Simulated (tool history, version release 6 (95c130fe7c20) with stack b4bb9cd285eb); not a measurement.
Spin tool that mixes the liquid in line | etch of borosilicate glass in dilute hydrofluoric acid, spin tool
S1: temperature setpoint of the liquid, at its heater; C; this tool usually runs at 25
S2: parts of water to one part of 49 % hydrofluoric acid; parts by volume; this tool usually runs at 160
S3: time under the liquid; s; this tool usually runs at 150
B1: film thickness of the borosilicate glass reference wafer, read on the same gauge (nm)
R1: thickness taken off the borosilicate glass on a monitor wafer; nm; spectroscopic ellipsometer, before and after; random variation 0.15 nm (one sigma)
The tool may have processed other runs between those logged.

run	day	S1	S2	S3	B1	R1
1	0	26.5	160	150	120.02	34.13
2	2.971	26.5	160	150	120.03	34.63
3	6.025	22.5	160	150	119.97	30.48
4	9.062	22.5	160	150	120.02	30.47
5	11.108	25	160	150	120.02	33.68
6	13.871	25	160	150	119.98	32.57
7	16.621	23.5	160	85	120.01	17.58
8	19.904	23.5	160	85	119.99	17.84
9	22.25	25	160	150	120.02	33.16
10	23.783	25	160	150	120	33.58
11	28.133	25	160	150	119.99	34.03
12	31.442	25	160	150	119.99	32.45
13	33.354	25	160	150	119.96	32.96
14	36.383	25	160	150	119.99	31.57
15	37.996	25	160	150	119.99	31.45
16	41.125	27	160	150	120	34.56
17	43.983	26.5	160	85	120.04	19.56
18	47.971	22	160	150	119.96	29.07
19	51.654	25	160	150	120.02	31.32
20	55.958	25	160	175	120.01	37.28
21	59.262	25	160	150	120	32.23
22	63.742	28.5	200	235	119.98	44.06
23	66.246	25	160	80	120.02	17.62
24	69.45	21	115	100	120.02	27.81
25	71.258	28.5	185	240	120	50.89
26	75.717	28.5	120	70	120.02	23.8
27	79.092	22.5	95	60	120	21.53
28	80.596	20.5	160	100	120	18.38
29	84.35	25	160	150	120	32.75
30	90.358	25	160	150	120.01	33.75
31	93.783	25	185	75	120.03	13.65
32	96.342	20	160	95	120.03	17.18

The log once held 7 entries between its listed runs, left out of this copy. Where does each go, and what is different about the tool's unlogged condition between the listed run before it and the listed run after it?
Run 5 -> run 6: hydrofluoric acid flow meter replaced (day 12.204)
  liquid hotter than its thermometer reads (K): 1.05 -> 1.1; hydrofluoric acid flow above the setpoint (%): 3.87 -> 0.693
  measured result minus the result with no hidden state, R1: +2.73 -> +1.57 nm
Run 11 -> run 12: hydrofluoric acid flow meter replaced (day 30.746)
  liquid hotter than its thermometer reads (K): 1.38 -> 1.45; hydrofluoric acid flow above the setpoint (%): 3.47 -> 0.343
  measured result minus the result with no hidden state, R1: +2.99 -> +1.83 nm
Run 13 -> run 14: thermometer replaced (day 34.488)
  liquid hotter than its thermometer reads (K): 1.48 -> 0.154; hydrofluoric acid flow above the setpoint (%): 0.715 -> 1.3
  measured result minus the result with no hidden state, R1: +2.04 -> +0.66 nm
Run 18 -> run 19: hydrofluoric acid flow meter replaced (day 50.429)
  liquid hotter than its thermometer reads (K): 0.379 -> 0.451; hydrofluoric acid flow above the setpoint (%): 3.56 -> 0.293
  measured result minus the result with no hidden state, R1: +1.58 -> +0.63 nm
Run 23 -> run 24: gauge calibrated (day 67.833)
  liquid hotter than its thermometer reads (K): 0.735 -> 0.797; hydrofluoric acid flow above the setpoint (%): 3.13 -> 3.76
  measured result minus the result with no hidden state, R1: +1.09 -> +1.98 nm
Run 25 -> run 26: hydrofluoric acid flow meter replaced (day 72.479)
  liquid hotter than its thermometer reads (K): 0.832 -> 0.919; hydrofluoric acid flow above the setpoint (%): 4.11 -> 0.874
  measured result minus the result with no hidden state, R1: +3.85 -> +1.03 nm
Run 30 -> run 31: hydrofluoric acid flow meter replaced (day 93.575)
  liquid hotter than its thermometer reads (K): 1.2 -> 1.27; hydrofluoric acid flow above the setpoint (%): 3.72 -> 0.454
  measured result minus the result with no hidden state, R1: +2.85 -> +0.69 nm
